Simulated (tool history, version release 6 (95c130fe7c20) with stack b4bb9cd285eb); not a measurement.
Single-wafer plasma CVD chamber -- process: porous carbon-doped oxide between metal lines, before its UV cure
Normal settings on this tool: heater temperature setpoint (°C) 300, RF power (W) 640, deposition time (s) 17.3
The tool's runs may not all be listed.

run	hour	heater temperature setpoint (°C)	RF power (W)	deposition time (s)	wafers since the last listed run	hours since the last thermocouple change	hours since the last RF generator calibration	hours since the showerhead was replaced	hours since the gauge calibration	read-back reference wafer on the same gauge, thickness_nm	mean film thickness on the monitor wafer (nm)
1	0	300	640	17.3	0	2526.9	1479.1	7506.7	65	128.995	107.79
2	14.9	300	640	17.3	351	2541.8	1494	7521.6	79.9	128.977	107.317
3	28.1	300	640	17.3	310	2555	1507.2	7534.8	93.1	129.041	107.718
4	35.2	300	680	17.3	167	2562.1	1514.3	7541.9	100.2	128.971	111.18
# hour 68.1: showerhead replaced
5	72	300	680	17.3	678	2598.9	1551.1	3.9	137	129.032	111.269
6	87.5	300	680	17.3	365	2614.4	1566.6	19.4	152.5	128.969	110.929
# hour 111.6: thermocouple changed; heater temperature recalibrated
7	112.1	300	640	17.3	391	0.5	1591.2	44	177.1	129	107.19
8	114.7	307	550	13.9	61	3.1	1593.8	46.6	179.7	129.025	76.552
9	123.1	300	640	17.3	197	11.5	1602.2	55	188.1	129.029	107.443
10	134	307	605	14.1	256	22.4	1613.1	65.9	199	129.042	81.837
11	144.4	307	700	17.3	245	32.8	1623.5	76.3	209.4	129.049	108.059
# hour 161: RF generator calibrated
# hour 161.3: gauge calibrated
12	161.5	288	640	17.3	214	49.9	0.5	93.4	0.2	129.024	121.901
13	192.1	300	640	18.7	720	80.5	31.1	124	30.8	128.993	121.21
14	198.4	307	550	13.9	148	86.8	37.4	130.3	37.1	129.057	80.124
15	208	290	555	13.9	226	96.4	47	139.9	46.7	129.019	89.557

Some steps in mean film thickness on the monitor wafer (nm), run to run, broken into two amounts with sign: the step expected even without the hidden condition (settings, incoming material, random variation), and the rest, left for the hidden condition together with whatever gauge scatter is not in both the measured and the hidden-condition-free result:
The tool's hidden condition here consists of: wafer temperature above the value expected at the setpoint (K); delivered RF power above the setpoint (%); gauge reads high (%).
Run 11 -> 12: heater temperature setpoint (°C) 307 -> 288, RF power (W) 700 -> 640, RF generator calibrated, gauge calibrated. mean film thickness on the monitor wafer (nm) +13.842: hidden state +5.196, all else +8.646.
Run 13 -> 14: heater temperature setpoint (°C) 300 -> 307, RF power (W) 640 -> 550, deposition time (s) 18.7 -> 13.9. mean film thickness on the monitor wafer (nm) -41.086: hidden state +0.097, all else -41.183.
